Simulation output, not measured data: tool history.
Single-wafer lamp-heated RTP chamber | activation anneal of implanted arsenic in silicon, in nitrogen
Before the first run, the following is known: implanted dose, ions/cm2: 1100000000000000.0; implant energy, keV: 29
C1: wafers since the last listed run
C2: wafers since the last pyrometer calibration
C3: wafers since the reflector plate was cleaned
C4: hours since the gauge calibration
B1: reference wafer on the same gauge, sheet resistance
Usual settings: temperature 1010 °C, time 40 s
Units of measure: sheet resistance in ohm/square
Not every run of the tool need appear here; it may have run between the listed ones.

run 1 hour=0 | temperature=1010 time=40 | C1=0 C2=4684 C3=5604 C4=239.3 | B1=102.04 | sheet_resistance=112.79
run 2 hour=28.6 | temperature=1010 time=40 | C1=353 C2=5037 C3=5957 C4=267.9 | B1=101.95 | sheet_resistance=112.22
run 3 hour=120.5 | temperature=1010 time=40 | C1=1135 C2=6173 C3=7093 C4=359.8 | B1=101.95 | sheet_resistance=112.29
run 4 hour=207.1 | temperature=1010 time=40 | C1=1070 C2=7243 C3=8163 C4=446.4 | B1=102.03 | sheet_resistance=111.53
run 5 hour=241.6 | temperature=1010 time=40 | C1=426 C2=7670 C3=8589 C4=480.9 | B1=102 | sheet_resistance=112.05
run 6 hour=257.8 | temperature=1010 time=29 | C1=200 C2=7870 C3=8790 C4=497.1 | B1=101.96 | sheet_resistance=114.51
run 7 hour=288.4 | temperature=1010 time=29 | C1=378 C2=8248 C3=9168 C4=527.7 | B1=102 | sheet_resistance=114.23
-- hour=308.6 pyrometer window cleaned and pyrometer calibrated
run 8 hour=310.7 | temperature=996 time=40 | C1=176 C2=26 C3=9345 C4=550 | B1=102 | sheet_resistance=115.92
-- hour=328.1 gauge calibrated
run 9 hour=345.2 | temperature=998 time=40 | C1=426 C2=452 C3=9771 C4=17.1 | B1=101.97 | sheet_resistance=115.54
run 10 hour=363.8 | temperature=998 time=40 | C1=229 C2=682 C3=10001 C4=35.7 | B1=101.91 | sheet_resistance=115.16
run 11 hour=397.4 | temperature=998 time=40 | C1=415 C2=1097 C3=10416 C4=69.3 | B1=101.89 | sheet_resistance=115.18
run 12 hour=429 | temperature=1010 time=40 | C1=390 C2=1488 C3=10807 C4=100.9 | B1=102.01 | sheet_resistance=113.02
run 13 hour=462.9 | temperature=1010 time=56 | C1=418 C2=1907 C3=11226 C4=134.8 | B1=102.03 | sheet_resistance=109.89
run 14 hour=479.3 | temperature=1018 time=61 | C1=202 C2=2109 C3=11428 C4=151.2 | B1=101.95 | sheet_resistance=108.13
run 15 hour=508.6 | temperature=1001 time=48 | C1=362 C2=2471 C3=11790 C4=180.5 | B1=102.01 | sheet_resistance=112.42
run 16 hour=522.8 | temperature=1010 time=40 | C1=175 C2=2647 C3=11966 C4=194.7 | B1=101.97 | sheet_resistance=112.34
-- hour=537.7 reflector plate cleaned
run 17 hour=546.5 | temperature=1010 time=21 | C1=194 C2=2841 C3=108 C4=218.4 | B1=101.98 | sheet_resistance=116.44
run 18 hour=569.5 | temperature=1026 time=53 | C1=284 C2=3125 C3=393 C4=241.4 | B1=101.98 | sheet_resistance=107.67
run 19 hour=595.3 | temperature=1010 time=29 | C1=318 C2=3444 C3=711 C4=267.2 | B1=101.89 | sheet_resistance=114.05
run 20 hour=626.2 | temperature=1010 time=40 | C1=381 C2=3826 C3=1093 C4=298.1 | B1=102.08 | sheet_resistance=111.98
run 21 hour=657.1 | temperature=1035 time=24 | C1=381 C2=4208 C3=1475 C4=329 | B1=101.95 | sheet_resistance=111.6
run 22 hour=680.4 | temperature=1010 time=16 | C1=287 C2=4496 C3=1763 C4=352.3 | B1=101.9 | sheet_resistance=117.28
run 23 hour=696.7 | temperature=1024 time=17 | C1=201 C2=4697 C3=1965 C4=368.6 | B1=102.02 | sheet_resistance=115.41

What will run 24 give?
run 24 hour=718.8 | temperature=1033 time=51 | C1=273 C2=4970 C3=2238 C4=390.7 | B1=? | sheet_resistance=?

Run 24 yielded B1 102.04, sheet resistance 106.62 ohm/square.
With no hidden state in the tool, this same run would have given sheet resistance 108.84 ohm/square.
